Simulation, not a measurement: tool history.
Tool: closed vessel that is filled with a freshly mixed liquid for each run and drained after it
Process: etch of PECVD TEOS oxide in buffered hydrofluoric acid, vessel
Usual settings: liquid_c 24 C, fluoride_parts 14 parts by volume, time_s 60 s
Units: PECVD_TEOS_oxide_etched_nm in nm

run,hour,liquid_c,fluoride_parts,time_s,"read-back film thickness of the PECVD TEOS oxide reference wafer, read on the same gauge (nm)",PECVD_TEOS_oxide_etched_nm
1,0,24,16,60,70.02,124.66
2,67.2,24,16,60,69.95,124.92
3,120.6,24,16,60,69.98,127.06
4,161.7,24,14,60,70.01,145.12
5,227.2,24,14,60,70.01,147.17
6,282.6,24,14,60,70.01,148.89
7,330.9,24,14,60,69.99,147.22
8,409.2,24,14,60,70.01,151.5
# hour 446.1: thermometer replaced
9,482.4,20.5,9,80,70.01,249.58
10,570.7,22,14,60,70.05,136.46
# hour 651.1: gauge calibrated
11,661.4,25.5,18.5,35,69.98,75.9
# hour 707.6: hydrofluoric acid flow meter replaced
12,751.4,24,14,60,69.97,143.44
13,816.4,24,14,60,70.01,145.46
14,917.8,24,9.5,60,69.99,207.56
# hour 963.5: thermometer replaced
15,989.4,24,17,35,70.03,71.33
16,1079.8,24,14,60,69.96,150.63
17,1117.2,24,11.5,60,69.99,180.61

4 ways to go on from here, each from the tool as it stands after run 17. What would each give?
A,1117.9,24,14,60,?,?
B,1117.9,24,9,50,?,?
C,1117.9,21,17.5,95,?,?
D,1117.9,27.5,14,75,?,?

run,"read-back film thickness of the PECVD TEOS oxide reference wafer, read on the same gauge (nm)",PECVD_TEOS_oxide_etched_nm
A,70.02,151.49
B,70.02,188.72
C,70.02,163.28
D,70.02,228.74
Without the tool's hidden state the same runs would have given:
run,PECVD_TEOS_oxide_etched_nm
A,141.85
B,175.46
C,152.82
D,214.2
